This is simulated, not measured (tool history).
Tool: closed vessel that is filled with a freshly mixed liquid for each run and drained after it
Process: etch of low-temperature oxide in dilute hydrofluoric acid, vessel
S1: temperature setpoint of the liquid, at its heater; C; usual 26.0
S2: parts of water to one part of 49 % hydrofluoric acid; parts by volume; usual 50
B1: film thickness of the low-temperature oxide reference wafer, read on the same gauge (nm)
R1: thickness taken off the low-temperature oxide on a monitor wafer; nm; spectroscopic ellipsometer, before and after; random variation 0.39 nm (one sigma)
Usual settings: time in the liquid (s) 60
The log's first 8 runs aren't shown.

run 9 hour=131.6 | S1=26.0 S2=70 time_in_the_liquid_(s)=40 | B1=59.99 | R1=25.81
run 10 hour=145.6 | S1=26.0 S2=50 time_in_the_liquid_(s)=60 | B1=59.98 | R1=55.51
run 11 hour=154.4 | S1=26.0 S2=50 time_in_the_liquid_(s)=60 | B1=60.01 | R1=55.20
-- hour=159.3 gauge calibrated
run 12 hour=161.7 | S1=26.0 S2=50 time_in_the_liquid_(s)=60 | B1=59.99 | R1=55.37
run 13 hour=176.9 | S1=26.0 S2=45 time_in_the_liquid_(s)=60 | B1=60.02 | R1=61.51
run 14 hour=184.1 | S1=26.0 S2=30 time_in_the_liquid_(s)=75 | B1=60.02 | R1=118.38
run 15 hour=191.9 | S1=29.0 S2=40 time_in_the_liquid_(s)=60 | B1=60.01 | R1=79.82
run 16 hour=215.2 | S1=26.0 S2=55 time_in_the_liquid_(s)=60 | B1=59.99 | R1=49.99
run 17 hour=234.9 | S1=26.0 S2=50 time_in_the_liquid_(s)=60 | B1=59.98 | R1=55.84
-- hour=241.6 hydrofluoric acid flow meter replaced
run 18 hour=249.6 | S1=26.0 S2=50 time_in_the_liquid_(s)=60 | B1=60.03 | R1=49.67
-- hour=252.0 thermometer replaced
run 19 hour=260.6 | S1=21.5 S2=75 time_in_the_liquid_(s)=30 | B1=59.99 | R1=13.41
run 20 hour=277.0 | S1=21.0 S2=50 time_in_the_liquid_(s)=85 | B1=59.99 | R1=57.42
run 21 hour=294.7 | S1=26.0 S2=70 time_in_the_liquid_(s)=40 | B1=60.00 | R1=23.08
run 22 hour=301.1 | S1=23.5 S2=75 time_in_the_liquid_(s)=60 | B1=60.02 | R1=29.50
run 23 hour=312.8 | S1=29.0 S2=65 time_in_the_liquid_(s)=50 | B1=60.00 | R1=35.98
run 24 hour=327.9 | S1=26.0 S2=50 time_in_the_liquid_(s)=60 | B1=60.01 | R1=50.73
run 25 hour=339.5 | S1=30.0 S2=50 time_in_the_liquid_(s)=95 | B1=59.98 | R1=94.15
run 26 hour=347.7 | S1=26.0 S2=75 time_in_the_liquid_(s)=60 | B1=59.99 | R1=32.50
run 27 hour=355.0 | S1=26.0 S2=50 time_in_the_liquid_(s)=85 | B1=60.01 | R1=72.15
run 28 hour=369.2 | S1=21.0 S2=50 time_in_the_liquid_(s)=60 | B1=60.03 | R1=40.71
run 29 hour=384.5 | S1=26.0 S2=50 time_in_the_liquid_(s)=70 | B1=60.00 | R1=58.88
run 30 hour=406.2 | S1=26.0 S2=50 time_in_the_liquid_(s)=60 | B1=60.02 | R1=51.10
run 31 hour=416.5 | S1=26.0 S2=50 time_in_the_liquid_(s)=50 | B1=60.01 | R1=42.60
run 32 hour=422.5 | S1=23.5 S2=50 time_in_the_liquid_(s)=60 | B1=59.98 | R1=45.82
run 33 hour=433.1 | S1=22.5 S2=50 time_in_the_liquid_(s)=60 | B1=59.98 | R1=44.16

3 ways to go on from here, each from the tool as it stands after run 33. What would each give?
run A hour=433.8 | S1=26.0 S2=60 time_in_the_liquid_(s)=60 | B1=? | R1=?
run B hour=433.8 | S1=21.5 S2=50 time_in_the_liquid_(s)=30 | B1=? | R1=?
run C hour=433.8 | S1=23.5 S2=40 time_in_the_liquid_(s)=80 | B1=? | R1=?

run=A B1=60.00 R1=42.28
run=B B1=60.00 R1=21.35
run=C B1=60.00 R1=78.36
Without the tool's hidden state the same runs would have given:
run=A R1=40.87
run=B R1=20.65
run=C R1=75.80

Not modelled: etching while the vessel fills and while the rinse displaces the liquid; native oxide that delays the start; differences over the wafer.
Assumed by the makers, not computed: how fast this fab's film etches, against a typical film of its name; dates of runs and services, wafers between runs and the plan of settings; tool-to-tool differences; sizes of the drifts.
